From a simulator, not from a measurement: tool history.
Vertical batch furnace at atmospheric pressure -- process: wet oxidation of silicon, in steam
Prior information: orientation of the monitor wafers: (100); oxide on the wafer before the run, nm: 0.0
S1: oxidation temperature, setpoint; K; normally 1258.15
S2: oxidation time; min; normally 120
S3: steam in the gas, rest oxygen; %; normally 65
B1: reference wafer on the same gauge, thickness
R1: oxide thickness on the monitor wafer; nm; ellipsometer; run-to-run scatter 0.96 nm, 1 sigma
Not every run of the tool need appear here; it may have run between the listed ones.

{"run": 1, "hour": 0.0, "S1": 1258.15, "S2": 120, "S3": 65, "B1": 421.95, "R1": 407.49}
{"run": 2, "hour": 17.0, "S1": 1258.15, "S2": 120, "S3": 65, "B1": 422.01, "R1": 407.72}
{"run": 3, "hour": 32.7, "S1": 1258.15, "S2": 120, "S3": 65, "B1": 422.31, "R1": 404.83}
{"run": 4, "hour": 50.1, "S1": 1258.15, "S2": 120, "S3": 65, "B1": 422.25, "R1": 404.85}
{"run": 5, "hour": 70.1, "S1": 1258.15, "S2": 120, "S3": 71, "B1": 422.01, "R1": 433.44}
{"run": 6, "hour": 92.8, "S1": 1258.15, "S2": 120, "S3": 65, "B1": 422.13, "R1": 405.68}
{"run": 7, "hour": 112.3, "S1": 1258.15, "S2": 120, "S3": 65, "B1": 421.75, "R1": 406.38}
{"run": 8, "hour": 129.9, "S1": 1258.15, "S2": 120, "S3": 65, "B1": 421.9, "R1": 404.23}
{"run": 9, "hour": 174.0, "S1": 1258.15, "S2": 153, "S3": 58, "B1": 421.53, "R1": 443.41}
{"run": 10, "hour": 189.2, "S1": 1258.15, "S2": 153, "S3": 58, "B1": 421.95, "R1": 443.67}
{"run": 11, "hour": 204.2, "S1": 1258.15, "S2": 120, "S3": 65, "B1": 422.16, "R1": 404.96}
{"run": 12, "hour": 223.5, "S1": 1258.15, "S2": 120, "S3": 65, "B1": 421.58, "R1": 403.7}
{"run": 13, "hour": 241.4, "S1": 1258.15, "S2": 120, "S3": 65, "B1": 421.88, "R1": 404.58}
{"run": 14, "hour": 263.8, "S1": 1278.15, "S2": 148.5, "S3": 62, "B1": 422.09, "R1": 517.87}
{"run": 15, "hour": 278.9, "S1": 1258.15, "S2": 120, "S3": 61, "B1": 421.87, "R1": 387.18}
{"run": 16, "hour": 308.8, "S1": 1258.15, "S2": 120, "S3": 65, "B1": 422.21, "R1": 403.26}
{"run": 17, "hour": 318.6, "S1": 1258.15, "S2": 120, "S3": 65, "B1": 422.08, "R1": 405.55}
{"run": 18, "hour": 334.8, "S1": 1274.15, "S2": 135, "S3": 76, "B1": 421.47, "R1": 543.77}
{"run": 19, "hour": 391.0, "S1": 1258.15, "S2": 120, "S3": 65, "B1": 422.27, "R1": 430.45}
{"run": 20, "hour": 405.5, "S1": 1235.15, "S2": 120, "S3": 71, "B1": 421.76, "R1": 380.72}
{"run": 21, "hour": 423.7, "S1": 1258.15, "S2": 120, "S3": 65, "B1": 421.92, "R1": 428.05}
{"run": 22, "hour": 447.0, "S1": 1251.15, "S2": 120, "S3": 65, "B1": 421.64, "R1": 406.96}
{"run": 23, "hour": 459.1, "S1": 1258.15, "S2": 61, "S3": 65, "B1": 421.49, "R1": 263.97}
{"run": 24, "hour": 476.6, "S1": 1258.15, "S2": 90.5, "S3": 65, "B1": 422.06, "R1": 351.07}
{"run": 25, "hour": 493.6, "S1": 1258.15, "S2": 60, "S3": 65, "B1": 421.52, "R1": 260.74}
{"run": 26, "hour": 502.6, "S1": 1258.15, "S2": 60, "S3": 65, "B1": 421.97, "R1": 259.15}

Not shown here: 3 entries made in the log between runs. Locate each between two listed runs and compare the hidden state at the listed run before it with the hidden state at the listed run after it:
Runs 15 to 16: thermocouples replaced and temperature profile calibrated (hour 308.3)
  steam share off its setpoint, % of the setpoint: -8.67 -> -8.76
  measured result minus the result with no hidden state, R1: -25.27 -> -26.41 nm
Runs 18 to 19: gauge calibrated (hour 336); steam generator serviced (hour 378.7)
  steam share off its setpoint, % of the setpoint: -8.84 -> -0.599
  measured result minus the result with no hidden state, R1: -33.35 -> -1.78 nm
